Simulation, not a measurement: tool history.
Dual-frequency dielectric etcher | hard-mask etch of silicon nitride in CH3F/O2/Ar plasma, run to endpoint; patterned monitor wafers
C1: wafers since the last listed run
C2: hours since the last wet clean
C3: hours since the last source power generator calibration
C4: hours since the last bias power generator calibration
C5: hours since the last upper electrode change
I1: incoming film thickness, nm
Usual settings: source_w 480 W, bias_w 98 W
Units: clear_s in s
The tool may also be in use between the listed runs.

{"run": 1, "hour": 0.0, "source_w": 480, "bias_w": 92, "C1": 0, "C2": 194.5, "C3": 3587.1, "C4": 4689.9, "C5": 2795.8, "I1": 53.8, "clear_s": 60.5}
{"run": 2, "hour": 32.8, "source_w": 480, "bias_w": 92, "C1": 208, "C2": 227.3, "C3": 3619.9, "C4": 4722.7, "C5": 2828.6, "I1": 53.4, "clear_s": 60.2}
{"run": 3, "hour": 67.7, "source_w": 480, "bias_w": 92, "C1": 221, "C2": 262.2, "C3": 3654.8, "C4": 4757.6, "C5": 2863.5, "I1": 53.9, "clear_s": 60.8}
{"run": 4, "hour": 81.7, "source_w": 480, "bias_w": 87, "C1": 88, "C2": 276.2, "C3": 3668.8, "C4": 4771.6, "C5": 2877.5, "I1": 54.3, "clear_s": 62.0}
{"run": 5, "hour": 101.8, "source_w": 480, "bias_w": 87, "C1": 127, "C2": 296.3, "C3": 3688.9, "C4": 4791.7, "C5": 2897.6, "I1": 53.4, "clear_s": 61.3}
{"run": 6, "hour": 137.5, "source_w": 480, "bias_w": 98, "C1": 226, "C2": 332.0, "C3": 3724.6, "C4": 4827.4, "C5": 2933.3, "I1": 53.9, "clear_s": 60.2}
{"hour": 168.5, "done": "wet clean of the chamber"}
{"run": 7, "hour": 169.0, "source_w": 480, "bias_w": 98, "C1": 47, "C2": 0.5, "C3": 3756.1, "C4": 4858.9, "C5": 2964.8, "I1": 53.5, "clear_s": 58.5}
{"run": 8, "hour": 193.1, "source_w": 480, "bias_w": 98, "C1": 152, "C2": 24.6, "C3": 3780.2, "C4": 4883.0, "C5": 2988.9, "I1": 53.9, "clear_s": 59.0}
{"run": 9, "hour": 217.8, "source_w": 480, "bias_w": 98, "C1": 156, "C2": 49.3, "C3": 3804.9, "C4": 4907.7, "C5": 3013.6, "I1": 53.9, "clear_s": 59.2}
{"run": 10, "hour": 255.7, "source_w": 550, "bias_w": 83, "C1": 240, "C2": 87.2, "C3": 3842.8, "C4": 4945.6, "C5": 3051.5, "I1": 54.1, "clear_s": 58.3}
{"hour": 291.9, "done": "bias power generator calibrated"}
{"hour": 311.1, "done": "upper electrode replaced"}
{"run": 11, "hour": 311.6, "source_w": 440, "bias_w": 92, "C1": 207, "C2": 143.1, "C3": 3898.7, "C4": 19.7, "C5": 0.5, "I1": 54.6, "clear_s": 63.8}
{"hour": 320.6, "done": "source power generator calibrated"}
{"run": 12, "hour": 321.1, "source_w": 440, "bias_w": 92, "C1": 34, "C2": 152.6, "C3": 0.5, "C4": 29.2, "C5": 10.0, "I1": 53.9, "clear_s": 63.0}
{"run": 13, "hour": 344.4, "source_w": 560, "bias_w": 92, "C1": 147, "C2": 175.9, "C3": 23.8, "C4": 52.5, "C5": 33.3, "I1": 53.8, "clear_s": 56.1}
{"run": 14, "hour": 423.2, "source_w": 480, "bias_w": 116, "C1": 500, "C2": 254.7, "C3": 102.6, "C4": 131.3, "C5": 112.1, "I1": 53.6, "clear_s": 57.0}
{"run": 15, "hour": 444.5, "source_w": 550, "bias_w": 117, "C1": 135, "C2": 276.0, "C3": 123.9, "C4": 152.6, "C5": 133.4, "I1": 54.3, "clear_s": 53.9}
{"run": 16, "hour": 467.7, "source_w": 480, "bias_w": 112, "C1": 147, "C2": 299.2, "C3": 147.1, "C4": 175.8, "C5": 156.6, "I1": 54.0, "clear_s": 57.9}
{"run": 17, "hour": 490.6, "source_w": 480, "bias_w": 98, "C1": 145, "C2": 322.1, "C3": 170.0, "C4": 198.7, "C5": 179.5, "I1": 54.3, "clear_s": 60.5}
{"run": 18, "hour": 503.8, "source_w": 480, "bias_w": 98, "C1": 83, "C2": 335.3, "C3": 183.2, "C4": 211.9, "C5": 192.7, "I1": 53.8, "clear_s": 59.6}
{"hour": 553.8, "done": "wet clean of the chamber"}
{"run": 19, "hour": 554.3, "source_w": 580, "bias_w": 109, "C1": 168, "C2": 0.5, "C3": 233.7, "C4": 262.4, "C5": 243.2, "I1": 54.4, "clear_s": 53.7}

Hidden state at the last listed run before each entry between runs and at the first one after, where it differs:
Between runs 6 and 7: wet clean of the chamber (hour 168.5)
  etch rate over this chamber's usual, %: -1.56 -> -0.051
  measured less the result without the state, clear_s: +0.9 -> +0.1 s
Between runs 10 and 11: bias power generator calibrated (hour 291.9); upper electrode replaced (hour 311.1)
  etch rate over this chamber's usual, %: -0.405 -> -0.633
  measured less the result without the state, clear_s: +0.2 -> +0.4 s
Between runs 11 and 12: source power generator calibrated (hour 320.6)
  etch rate over this chamber's usual, %: -0.633 -> -0.672
  measured less the result without the state, clear_s: +0.4 -> +0.4 s
Between runs 18 and 19: wet clean of the chamber (hour 553.8)
  etch rate over this chamber's usual, %: -1.42 -> -0.0507
  measured less the result without the state, clear_s: +0.9 -> +0.0 s
